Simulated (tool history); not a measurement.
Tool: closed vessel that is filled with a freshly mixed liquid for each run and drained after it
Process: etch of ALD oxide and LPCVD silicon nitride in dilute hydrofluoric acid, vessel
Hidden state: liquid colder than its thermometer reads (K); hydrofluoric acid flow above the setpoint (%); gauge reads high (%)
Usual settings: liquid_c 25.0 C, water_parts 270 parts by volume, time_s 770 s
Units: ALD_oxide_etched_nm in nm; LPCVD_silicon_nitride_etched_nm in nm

run    hour  liquid_c  water_parts  time_s  wafers since the last listed run  hours since the thermometer was replaced  hours since the hydrofluoric acid flow meter was replaced  hours since the gauge calibration  read-back film thickness of the ALD oxide reference wafer, read on the same gauge (nm)  read-back film thickness of the LPCVD silicon nitride reference wafer, read on the same gauge (nm)  ALD_oxide_etched_nm  LPCVD_silicon_nitride_etched_nm
  1     0.0      25.0          270     770                                 0                                     236.1                                                     1546.5                             1136.9                                                                                   30.48                                                                                             122.058                39.88                            1.456
  2    41.9      25.0          270     770                              2210                                     278.0                                                     1588.4                             1178.8                                                                                   30.51                                                                                             122.174                39.84                            1.490
  3   105.6      25.0          270     940                              3360                                     341.7                                                     1652.1                             1242.5                                                                                   30.54                                                                                             122.233                48.73                            1.784
  4   265.2      28.5          270     770                              8418                                     501.3                                                     1811.7                             1402.1                                                                                   30.64                                                                                             122.541                45.35                            1.835
  5   308.0      28.5          270     770                              2257                                     544.1                                                     1854.5                             1444.9                                                                                   30.67                                                                                             122.564                45.63                            1.835
  6   360.1      28.5          270     770                              2748                                     596.2                                                     1906.6                             1497.0                                                                                   30.66                                                                                             122.665                44.99                            1.797
  7   466.4      28.0          355     770                              5607                                     702.5                                                     2012.9                             1603.3                                                                                   30.71                                                                                             122.867                31.11                            1.331
  8   529.9      25.0          330    1080                              3349                                     766.0                                                     2076.4                             1666.8                                                                                   30.74                                                                                             123.002                43.19                            1.734
  9   570.4      20.0          270     995                              2136                                     806.5                                                     2116.9                             1707.3                                                                                   30.77                                                                                             123.030                43.67                            1.376
 10   610.6      25.0          270     770                              2120                                     846.7                                                     2157.1                             1747.5                                                                                   30.81                                                                                             123.152                40.56                            1.535
      623.5  -- hydrofluoric acid flow meter replaced
 11   671.0      25.0          170     770                              3133                                     907.1                                                       47.5                             1807.9                                                                                   30.82                                                                                             123.212                71.75                            2.395
 12   736.4      25.0          310     460                              3449                                     972.5                                                      112.9                             1873.3                                                                                   30.83                                                                                             123.327                20.16                            0.754
 13   832.7      28.5          335    1225                              5079                                    1068.8                                                      209.2                             1969.6                                                                                   30.88                                                                                             123.513                54.75                            2.354
 14   888.0      22.5          170     970                              2917                                    1124.1                                                      264.5                             2024.9                                                                                   30.89                                                                                             123.591                82.79                            2.573
 15   991.6      25.0          270     770                              5464                                    1227.7                                                      368.1                             2128.5                                                                                   30.93                                                                                             123.787                40.39                            1.534
 16  1076.0      21.5          270     590                              4452                                    1312.1                                                      452.5                             2212.9                                                                                   30.99                                                                                             123.940                27.71                            0.931
     1100.6  -- thermometer replaced
 17  1174.2      30.0          145    1015                              5127                                      73.6                                                      550.7                             2311.1                                                                                   31.04                                                                                             124.085               137.97                            4.995
     1223.3  -- gauge calibrated
 18  1258.4      28.5          270     770                              4441                                     157.8                                                      634.9                               35.1                                                                                   29.98                                                                                             119.957                44.10                            1.796
 19  1344.3      25.0          270     770                              4531                                     243.7                                                      720.8                              121.0                                                                                   30.03                                                                                             120.123                39.75                            1.381
 20  1412.9      27.5          175    1050                              3618                                     312.3                                                      789.4                              189.6                                                                                   30.07                                                                                             120.229                99.79                            3.649
 21  1496.3      22.0          365     945                              4399                                     395.7                                                      872.8                              273.0                                                                                   30.08                                                                                             120.352                29.22                            1.138
 22  1603.2      20.5          345    1175                              5638                                     502.6                                                      979.7                              379.9                                                                                   30.11                                                                                             120.535                37.77                            1.330
 23  1683.3      29.0          270     905                              4225                                     582.7                                                     1059.8                              460.0                                                                                   30.19                                                                                             120.723                53.31                            2.238
 24  1788.8      25.0          270     770                              5565                                     688.2                                                     1165.3                              565.5                                                                                   30.24                                                                                             120.887                39.79                            1.476
 25  1837.0      25.0          270     770                              2542                                     736.4                                                     1213.5                              613.7                                                                                   30.24                                                                                             120.992                39.65                            1.470
 26  1888.5      25.0          270     770                              2716                                     787.9                                                     1265.0                              665.2                                                                                   30.28                                                                                             121.090                39.62                            1.458

The same runs without the tool's hidden state, with the same run-to-run variation:
run  ALD_oxide_etched_nm  LPCVD_silicon_nitride_etched_nm
  1                39.21                            1.431
  2                39.14                            1.464
  3                47.83                            1.751
  4                44.42                            1.797
  5                44.67                            1.796
  6                44.00                            1.758
  7                30.39                            1.300
  8                42.14                            1.692
  9                42.59                            1.342
 10                39.54                            1.496
 11                69.87                            2.332
 12                19.62                            0.733
 13                53.20                            2.287
 14                80.38                            2.498
 15                39.16                            1.487
 16                26.83                            0.902
 17               133.43                            4.830
 18                44.11                            1.796
 19                39.71                            1.379
 20                99.59                            3.642
 21                29.13                            1.134
 22                37.59                            1.323
 23                53.00                            2.225
 24                39.50                            1.465
 25                39.33                            1.458
 26                39.27                            1.445
